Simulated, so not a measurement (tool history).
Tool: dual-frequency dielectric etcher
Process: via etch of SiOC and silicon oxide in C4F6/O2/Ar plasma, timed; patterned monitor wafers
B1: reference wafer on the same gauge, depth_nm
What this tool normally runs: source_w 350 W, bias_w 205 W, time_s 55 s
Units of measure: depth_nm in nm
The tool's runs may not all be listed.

Run 1, hour 0: usual settings; B1 70.9. Result: depth_nm 64.6 nm.
Run 2, hour 25.6: usual settings; B1 70.9. Result: depth_nm 64.7 nm.
Run 3, hour 57.9: usual settings but source_w 320 W; B1 70.9. Result: depth_nm 61.5 nm.
Run 4, hour 83.6: usual settings but source_w 320 W; B1 71. Result: depth_nm 61.1 nm.
Run 5, hour 118.3: usual settings but source_w 320 W; B1 71. Result: depth_nm 61.3 nm.
Run 6, hour 142.8: usual settings; B1 71. Result: depth_nm 65 nm.
Run 7, hour 168.9: usual settings; B1 71. Result: depth_nm 64.9 nm.
Run 8, hour 185.4: usual settings; B1 70.9. Result: depth_nm 65 nm.
At hour 206.5: gauge calibrated.
Run 9, hour 214.2: usual settings; B1 70.1. Result: depth_nm 64 nm.
At hour 240.7: upper electrode replaced.
At hour 263.5: source power generator calibrated.
Run 10, hour 281.4: usual settings; B1 70.6. Result: depth_nm 64.3 nm.
Run 11, hour 305.1: usual settings but source_w 420 W, bias_w 183 W, time_s 68.5 s; B1 70.6. Result: depth_nm 86.7 nm.
Run 12, hour 329.4: usual settings; B1 70.7. Result: depth_nm 64.5 nm.
Run 13, hour 360.5: usual settings but source_w 290 W; B1 70.8. Result: depth_nm 57.3 nm.
At hour 379.2: bias power generator calibrated.
At hour 396.7: wet clean of the chamber.
Run 14, hour 397.2: usual settings but bias_w 249 W, time_s 40.5 s; B1 70.9. Result: depth_nm 50.3 nm.
Run 15, hour 443.4: usual settings but bias_w 184 W; B1 71. Result: depth_nm 62.9 nm.
Run 16, hour 466.3: usual settings but source_w 390 W, bias_w 184 W, time_s 48 s; B1 70.9. Result: depth_nm 58.5 nm.
Run 17, hour 500.4: usual settings; B1 71. Result: depth_nm 64.5 nm.
Run 18, hour 539.8: usual settings but bias_w 162 W, time_s 38.5 s; B1 71.1. Result: depth_nm 42.8 nm.
Run 19, hour 563.1: usual settings but source_w 290 W, bias_w 219 W; B1 71.1. Result: depth_nm 58.6 nm.
At hour 568.1: gauge calibrated.
Run 20, hour 584.4: usual settings but bias_w 222 W, time_s 47.5 s; B1 70. Result: depth_nm 56.4 nm.
Run 21, hour 615.8: usual settings but source_w 290 W, time_s 41 s; B1 70.3. Result: depth_nm 42.1 nm.

What would each run have given without the hidden state, its run-to-run variation left as it was?
The hidden state here: etch rate over this chamber's usual, %; source power that arrives over what is set, %; bias power that arrives over what is set, %; gauge reads high (%).
run  depth_nm
  1      63.8
  2      63.9
  3      60.7
  4      60.3
  5      60.5
  6      64.1
  7        64
  8        64
  9      63.8
 10      63.8
 11      85.9
 12      63.9
 13      56.7
 14      49.6
 15        62
 16      57.7
 17      63.5
 18      42.2
 19      57.7
 20      56.3
 21      41.9

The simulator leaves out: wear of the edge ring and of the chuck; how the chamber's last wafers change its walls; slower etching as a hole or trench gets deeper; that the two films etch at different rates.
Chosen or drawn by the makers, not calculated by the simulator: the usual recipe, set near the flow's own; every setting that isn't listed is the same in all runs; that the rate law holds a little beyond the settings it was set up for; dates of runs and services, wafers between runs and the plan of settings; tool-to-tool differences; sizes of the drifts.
